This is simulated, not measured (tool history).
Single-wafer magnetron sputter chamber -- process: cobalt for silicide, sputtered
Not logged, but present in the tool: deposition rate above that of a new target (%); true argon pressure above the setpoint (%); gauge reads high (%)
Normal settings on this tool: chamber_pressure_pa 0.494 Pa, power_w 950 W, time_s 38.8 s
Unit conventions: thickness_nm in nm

| run | hour | chamber_pressure_pa | power_w | time_s | wafers since the last listed run | wafers on the sputter target | hours since the last manometer calibration | hours since the magnet pack was replaced | hours since the gauge calibration | read-back reference wafer on the same gauge, thickness_nm | thickness_nm |
|---|---|---|---|---|---|---|---|---|---|---|---|
| 1 | 0.0 | 0.494 | 800 | 38.8 | 0 | 1216 | 1813.0 | 8318.7 | 235.9 | 16.206 | 14.317 |
| 2 | 37.9 | 0.494 | 800 | 38.8 | 784 | 2001 | 1850.9 | 8356.6 | 273.8 | 16.187 | 14.235 |
| 3 | 83.0 | 0.494 | 800 | 38.8 | 933 | 2934 | 1896.0 | 8401.7 | 318.9 | 16.215 | 14.032 |
| 4 | 141.9 | 0.494 | 950 | 38.8 | 1219 | 4153 | 1954.9 | 8460.6 | 377.8 | 16.189 | 16.701 |
| 5 | 194.9 | 0.494 | 950 | 38.8 | 1097 | 5251 | 2007.9 | 8513.6 | 430.8 | 16.179 | 16.479 |
| 6 | 230.8 | 0.494 | 950 | 38.8 | 743 | 5994 | 2043.8 | 8549.5 | 466.7 | 16.228 | 16.408 |
|  | 240.6 | sputter target and shields replaced |
| 7 | 266.0 | 0.494 | 950 | 38.8 | 563 | 524 | 2079.0 | 8584.7 | 501.9 | 16.203 | 15.889 |
| 8 | 297.0 | 0.494 | 950 | 38.8 | 641 | 1166 | 2110.0 | 8615.7 | 532.9 | 16.197 | 15.938 |
|  | 331.1 | sputter target and shields replaced, repeated, since the last time left the tool worse |
| 9 | 331.6 | 0.494 | 950 | 38.8 | 550 | 9 | 2144.6 | 8650.3 | 567.5 | 16.204 | 16.858 |
| 10 | 353.2 | 0.494 | 900 | 38.8 | 447 | 456 | 2166.2 | 8671.9 | 589.1 | 16.206 | 16.201 |
|  | 362.8 | gauge calibrated |
| 11 | 394.2 | 0.494 | 850 | 33.1 | 848 | 1305 | 2207.2 | 8712.9 | 31.4 | 16.217 | 12.855 |
| 12 | 455.8 | 0.329 | 1150 | 41.5 | 1275 | 2580 | 2268.8 | 8774.5 | 93.0 | 16.204 | 23.282 |
| 13 | 511.5 | 0.441 | 700 | 44.8 | 1152 | 3733 | 2324.5 | 8830.2 | 148.7 | 16.182 | 14.738 |
| 14 | 544.2 | 0.494 | 950 | 38.8 | 676 | 4410 | 2357.2 | 8862.9 | 181.4 | 16.208 | 16.821 |
|  | 554.6 | magnet pack replaced |
|  | 576.0 | capacitance manometer re-zeroed and calibrated |
|  | 610.0 | sputter target and shields replaced |
| 15 | 610.5 | 0.635 | 1150 | 33.4 | 875 | 10 | 34.5 | 55.9 | 247.7 | 16.213 | 16.861 |
| 16 | 678.0 | 0.580 | 750 | 32.1 | 1397 | 1407 | 102.0 | 123.4 | 315.2 | 16.201 | 10.682 |
| 17 | 720.9 | 0.494 | 1100 | 38.8 | 888 | 2295 | 144.9 | 166.3 | 358.1 | 16.213 | 19.609 |

Forecast each of these 5 alternatives for the next run:
| A | 721.3 | 0.597 | 950 | 38.8 | 8 | 2303 | 145.3 | 166.7 | 358.5 | ? | ? |
| B | 721.3 | 0.372 | 750 | 38.8 | 8 | 2303 | 145.3 | 166.7 | 358.5 | ? | ? |
| C | 721.3 | 0.317 | 1150 | 45.6 | 8 | 2303 | 145.3 | 166.7 | 358.5 | ? | ? |
| D | 721.3 | 0.667 | 750 | 33.6 | 8 | 2303 | 145.3 | 166.7 | 358.5 | ? | ? |
| E | 721.3 | 0.371 | 850 | 35.3 | 8 | 2303 | 145.3 | 166.7 | 358.5 | ? | ? |

| run | read-back reference wafer on the same gauge, thickness_nm | thickness_nm |
|---|---|---|
| A | 16.196 | 16.289 |
| B | 16.196 | 14.086 |
| C | 16.196 | 25.967 |
| D | 16.196 | 10.832 |
| E | 16.196 | 14.530 |
Take away the tool's hidden state, keep each run's random variation, and the runs would have read:
| run | thickness_nm |
|---|---|
| A | 16.379 |
| B | 14.163 |
| C | 26.110 |
| D | 10.891 |
| E | 14.610 |

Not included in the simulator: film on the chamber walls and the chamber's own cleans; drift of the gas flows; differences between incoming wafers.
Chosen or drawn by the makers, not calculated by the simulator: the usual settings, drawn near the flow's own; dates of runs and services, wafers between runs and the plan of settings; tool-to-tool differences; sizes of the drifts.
